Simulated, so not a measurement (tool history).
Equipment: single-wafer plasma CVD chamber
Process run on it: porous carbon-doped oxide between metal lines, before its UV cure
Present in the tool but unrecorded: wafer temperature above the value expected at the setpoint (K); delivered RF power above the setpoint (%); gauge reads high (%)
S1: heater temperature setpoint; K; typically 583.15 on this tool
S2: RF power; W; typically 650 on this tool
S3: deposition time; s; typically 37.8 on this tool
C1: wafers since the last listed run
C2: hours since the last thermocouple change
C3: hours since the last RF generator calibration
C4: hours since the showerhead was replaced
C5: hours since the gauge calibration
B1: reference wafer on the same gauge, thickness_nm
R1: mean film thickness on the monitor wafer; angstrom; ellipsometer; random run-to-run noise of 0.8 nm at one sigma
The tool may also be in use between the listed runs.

| run | hour | S1 | S2 | S3 | C1 | C2 | C3 | C4 | C5 | B1 | R1 |
|---|---|---|---|---|---|---|---|---|---|---|---|
| 1 | 0.0 | 583.15 | 650 | 37.8 | 0 | 766.4 | 683.2 | 2156.3 | 855.0 | 221.095 | 2181.31 |
| 2 | 202.6 | 583.15 | 650 | 37.8 | 6110 | 969.0 | 885.8 | 2358.9 | 1057.6 | 221.105 | 2156.20 |
| 3 | 382.6 | 583.15 | 650 | 37.8 | 5429 | 1149.0 | 1065.8 | 2538.9 | 1237.6 | 220.976 | 2145.94 |
| 4 | 449.8 | 593.15 | 650 | 39.8 | 2026 | 1216.2 | 1133.0 | 2606.1 | 1304.8 | 221.062 | 2160.90 |
| 5 | 487.6 | 593.15 | 650 | 39.8 | 1140 | 1254.0 | 1170.8 | 2643.9 | 1342.6 | 221.070 | 2154.30 |
| 6 | 516.4 | 593.15 | 650 | 39.8 | 868 | 1282.8 | 1199.6 | 2672.7 | 1371.4 | 221.035 | 2157.80 |
| 7 | 573.8 | 583.15 | 595 | 37.8 | 1731 | 1340.2 | 1257.0 | 2730.1 | 1428.8 | 221.095 | 1973.57 |
| 8 | 610.2 | 583.15 | 595 | 37.8 | 1097 | 1376.6 | 1293.4 | 2766.5 | 1465.2 | 220.966 | 1958.41 |
| 9 | 659.6 | 572.15 | 650 | 37.8 | 1489 | 1426.0 | 1342.8 | 2815.9 | 1514.6 | 221.038 | 2250.17 |
|  | 710.3 | gauge calibrated |
| 10 | 715.3 | 583.15 | 650 | 37.8 | 1679 | 1481.7 | 1398.5 | 2871.6 | 5.0 | 221.127 | 2113.10 |
| 11 | 768.8 | 577.15 | 650 | 37.8 | 1613 | 1535.2 | 1452.0 | 2925.1 | 58.5 | 220.987 | 2194.97 |
|  | 816.7 | RF generator calibrated |
| 12 | 839.4 | 577.15 | 650 | 37.8 | 1888 | 1605.8 | 22.7 | 2995.7 | 129.1 | 221.083 | 2279.72 |
| 13 | 910.7 | 583.15 | 750 | 44.4 | 2150 | 1677.1 | 94.0 | 3067.0 | 200.4 | 221.125 | 2934.44 |
| 14 | 973.7 | 583.15 | 650 | 37.8 | 1900 | 1740.1 | 157.0 | 3130.0 | 263.4 | 221.040 | 2207.47 |
| 15 | 1011.0 | 588.15 | 650 | 37.8 | 1125 | 1777.4 | 194.3 | 3167.3 | 300.7 | 221.159 | 2124.08 |
| 16 | 1055.0 | 583.15 | 650 | 37.8 | 1327 | 1821.4 | 238.3 | 3211.3 | 344.7 | 220.729 | 2167.14 |
| 17 | 1121.4 | 583.15 | 650 | 41.2 | 2002 | 1887.8 | 304.7 | 3277.7 | 411.1 | 220.951 | 2351.83 |
|  | 1152.5 | thermocouple changed; heater temperature recalibrated |
|  | 1171.4 | showerhead replaced |
| 18 | 1174.2 | 583.15 | 650 | 37.8 | 1109 | 21.7 | 357.5 | 2.8 | 463.9 | 221.202 | 2228.16 |
| 19 | 1229.7 | 583.15 | 705 | 41.2 | 1673 | 77.2 | 413.0 | 58.3 | 519.4 | 221.017 | 2589.96 |
| 20 | 1270.6 | 590.15 | 745 | 37.8 | 1233 | 118.1 | 453.9 | 99.2 | 560.3 | 220.902 | 2421.54 |
| 21 | 1325.9 | 583.15 | 600 | 37.8 | 1667 | 173.4 | 509.2 | 154.5 | 615.6 | 221.137 | 2052.13 |
| 22 | 1385.4 | 597.15 | 650 | 35.5 | 1794 | 232.9 | 568.7 | 214.0 | 675.1 | 221.034 | 1946.28 |
| 23 | 1439.1 | 583.15 | 650 | 37.8 | 1619 | 286.6 | 622.4 | 267.7 | 728.8 | 220.801 | 2189.73 |
| 24 | 1470.9 | 588.15 | 650 | 41.4 | 959 | 318.4 | 654.2 | 299.5 | 760.6 | 221.131 | 2338.06 |

Each row is a separate what-if for the run after 24, all from the same tool condition, not one after another. Results?
| A | 1471.3 | 583.15 | 650 | 37.8 | 12 | 318.8 | 654.6 | 299.9 | 761.0 | ? | ? |
| B | 1471.3 | 595.15 | 650 | 45.3 | 12 | 318.8 | 654.6 | 299.9 | 761.0 | ? | ? |
| C | 1471.3 | 569.15 | 760 | 32.7 | 12 | 318.8 | 654.6 | 299.9 | 761.0 | ? | ? |
| D | 1471.3 | 583.15 | 595 | 33.7 | 12 | 318.8 | 654.6 | 299.9 | 761.0 | ? | ? |
| E | 1471.3 | 573.15 | 650 | 35.5 | 12 | 318.8 | 654.6 | 299.9 | 761.0 | ? | ? |

| run | B1 | R1 |
|---|---|---|
| A | 220.836 | 2196.34 |
| B | 220.836 | 2481.97 |
| C | 220.836 | 2338.66 |
| D | 220.836 | 1810.51 |
| E | 220.836 | 2168.01 |
Without the tool's hidden state the same runs would have given:
| run | R1 |
|---|---|
| A | 2299.44 |
| B | 2597.41 |
| C | 2448.55 |
| D | 1895.93 |
| E | 2270.73 |

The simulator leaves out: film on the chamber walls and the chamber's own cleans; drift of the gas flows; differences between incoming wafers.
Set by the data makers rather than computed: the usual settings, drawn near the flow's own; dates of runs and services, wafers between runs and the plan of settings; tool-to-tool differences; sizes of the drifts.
